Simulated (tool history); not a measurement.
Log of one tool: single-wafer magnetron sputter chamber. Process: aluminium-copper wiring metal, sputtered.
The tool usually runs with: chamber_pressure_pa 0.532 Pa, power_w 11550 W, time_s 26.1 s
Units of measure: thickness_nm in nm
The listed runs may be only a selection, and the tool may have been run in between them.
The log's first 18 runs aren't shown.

run	day	chamber_pressure_pa	power_w	time_s	wafers since the last listed run	wafers on the sputter target	hours since the last manometer calibration	hours since the magnet pack was replaced	hours since the gauge calibration	read-back reference wafer on the same gauge, thickness_nm	thickness_nm
19	63.104	0.532	11550	26.1	1469	3485	742.3	847.7	712.1	571.358	505.828
20	65.196	0.393	10650	28.0	1284	4770	792.5	897.9	762.3	571.760	544.661
21	69.304	0.458	8700	30.9	2523	7294	891.1	996.5	860.9	572.077	506.151
22	71.104	0.363	13850	26.1	1105	8400	934.3	1039.7	904.1	572.340	627.849
23	73.000	0.532	11550	26.1	1164	9564	979.8	1085.2	949.6	572.609	502.189
24	75.804	0.532	11550	28.7	1722	11287	1047.1	1152.5	1016.9	571.846	556.091
25	78.629	0.532	11550	26.1	1735	13023	1114.9	1220.3	1084.7	571.971	501.900
26	82.383	0.459	12750	26.1	2306	15329	1205.0	1310.4	1174.8	571.964	559.005
27	83.988	0.532	9400	28.7	985	16314	1243.5	1348.9	1213.3	572.326	474.227
# day 86.475: sputter target and shields replaced
28	86.679	0.344	11550	26.1	1448	126	1308.1	1413.5	1277.9	572.147	549.959
29	88.879	0.608	9900	29.9	1351	1478	1360.9	1466.3	1330.7	572.170	495.868
30	93.250	0.414	10750	29.2	2685	4163	1465.8	1571.2	1435.6	572.313	563.319
31	95.654	0.532	11550	29.0	1476	5640	1523.5	1628.9	1493.3	571.885	557.418
32	97.329	0.588	11550	26.1	1029	6669	1563.7	1669.1	1533.5	571.581	487.524

For run 33, what comes out?
33	101.429	0.532	11550	26.1	2518	9188	1662.1	1767.5	1631.9	?	?

read-back reference wafer on the same gauge, thickness_nm: 572.342
thickness_nm: 500.195 nm
Minus the tool's unlogged condition, the same run would have read thickness_nm 507.553 nm.
